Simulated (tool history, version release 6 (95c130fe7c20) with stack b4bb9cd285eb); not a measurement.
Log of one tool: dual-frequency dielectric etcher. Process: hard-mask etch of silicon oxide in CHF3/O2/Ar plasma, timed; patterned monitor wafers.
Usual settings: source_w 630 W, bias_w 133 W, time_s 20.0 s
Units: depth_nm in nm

run    hour  source_w  bias_w  time_s  wafers since the last listed run  hours since the last wet clean  hours since the last source power generator calibration  hours since the last bias power generator calibration  hours since the last upper electrode change  hours since the gauge calibration  read-back reference wafer on the same gauge, depth_nm  depth_nm
  1     0.0       630     133    20.0                                 0                           442.8                                                   2468.6                                                 2739.4                                       3391.1                             1429.2                                                  33.28     35.33
  2    62.8       590     133    20.0                              1143                           505.6                                                   2531.4                                                 2802.2                                       3453.9                             1492.0                                                  33.29     35.02
       95.7  -- wet clean of the chamber
  3   283.0       590     133    20.0                              3573                           187.3                                                   2751.6                                                 3022.4                                       3674.1                             1712.2                                                  33.30     35.00
  4   333.0       690     133    20.0                               910                           237.3                                                   2801.6                                                 3072.4                                       3724.1                             1762.2                                                  33.31     36.47
  5   391.5       690     133    20.0                              1065                           295.8                                                   2860.1                                                 3130.9                                       3782.6                             1820.7                                                  33.29     36.39
  6   477.6       690     133    20.0                              1568                           381.9                                                   2946.2                                                 3217.0                                       3868.7                             1906.8                                                  33.29     36.44
  7   573.3       630     133    20.0                              1743                           477.6                                                   3041.9                                                 3312.7                                       3964.4                             2002.5                                                  33.29     35.44
      622.7  -- wet clean of the chamber
  8   623.2       630     133    20.0                               471                             0.5                                                   3091.8                                                 3362.6                                       4014.3                             2052.4                                                  33.30     35.51
  9   713.6       740     133    20.0                              1646                            90.9                                                   3182.2                                                 3453.0                                       4104.7                             2142.8                                                  33.30     37.21
 10   819.2       740     133    20.0                              1923                           196.5                                                   3287.8                                                 3558.6                                       4210.3                             2248.4                                                  33.31     37.04
      883.3  -- gauge calibrated
 11   908.1       630     133    20.0                              1619                           285.4                                                   3376.7                                                 3647.5                                       4299.2                               24.8                                                  33.30     35.41
 12   966.7       630     133    20.0                              1067                           344.0                                                   3435.3                                                 3706.1                                       4357.8                               83.4                                                  33.31     35.53
 13  1038.0       560     155    20.0                              1298                           415.3                                                   3506.6                                                 3777.4                                       4429.1                              154.7                                                  33.30     37.26
     1114.8  -- wet clean of the chamber
 14  1116.6       580     133    20.0                               994                             1.8                                                   3585.2                                                 3856.0                                       4507.7                              233.3                                                  33.30     34.84
 15  1199.1       700     133    17.5                              1502                            84.3                                                   3667.7                                                 3938.5                                       4590.2                              315.8                                                  33.29     32.07
 16  1274.7       480     102    20.0                              1377                           159.9                                                   3743.3                                                 4014.1                                       4665.8                              391.4                                                  33.30     28.87
     1329.1  -- source power generator calibrated
 17  1346.2       630     133    20.0                              1229                           231.4                                                     17.1                                                 4085.6                                       4737.3                              462.9                                                  33.29     35.60
     1432.5  -- bias power generator calibrated
 18  1447.1       720     133    24.0                              1765                           332.3                                                    118.0                                                   14.6                                       4838.2                              563.8                                                  33.29     44.30
 19  1513.1       730     145    17.5                              1202                           398.3                                                    184.0                                                   80.6                                       4904.2                              629.8                                                  33.28     33.75
 20  1573.1       630     133    20.0                              1092                           458.3                                                    244.0                                                  140.6                                       4964.2                              689.8                                                  33.28     35.60
     1607.3  -- wet clean of the chamber
 21  1670.4       630     155    22.0                              1335                            63.1                                                    341.3                                                  237.9                                       5061.5                              787.1                                                  33.29     42.10
     1761.5  -- upper electrode replaced
 22  1771.4       700     133    17.5                              1402                           164.1                                                    442.3                                                  338.9                                          9.9                              888.1                                                  33.28     31.93
 23  1870.9       630     133    20.0                              1812                           263.6                                                    541.8                                                  438.4                                        109.4                              987.6                                                  33.29     35.60
 24  1928.1       630     146    20.0                              1041                           320.8                                                    599.0                                                  495.6                                        166.6                             1044.8                                                  33.29     37.26
 25  2013.8       630     133    20.0                              1561                           406.5                                                    684.7                                                  581.3                                        252.3                             1130.5                                                  33.31     35.47
 26  2071.5       530     148    20.0                              1051                           464.2                                                    742.4                                                  639.0                                        310.0                             1188.2                                                  33.31     35.91
     2152.4  -- wet clean of the chamber
 27  2152.9       630     160    24.5                              1045                             0.5                                                    823.8                                                  720.4                                        391.4                             1269.6                                                  33.30     47.61
 28  2249.7       630     133    25.0                              1763                            97.3                                                    920.6                                                  817.2                                        488.2                             1366.4                                                  33.31     44.53
 29  2286.7       570     133    20.0                               673                           134.3                                                    957.6                                                  854.2                                        525.2                             1403.4                                                  33.30     34.63

The tool's hidden state at each run:
etch rate over this chamber's usual, %: 0 in every run
source power that arrives over what is set, %: 0 in every run
bias power that arrives over what is set, %: 0 in every run
gauge reads high (%): 0 in every run
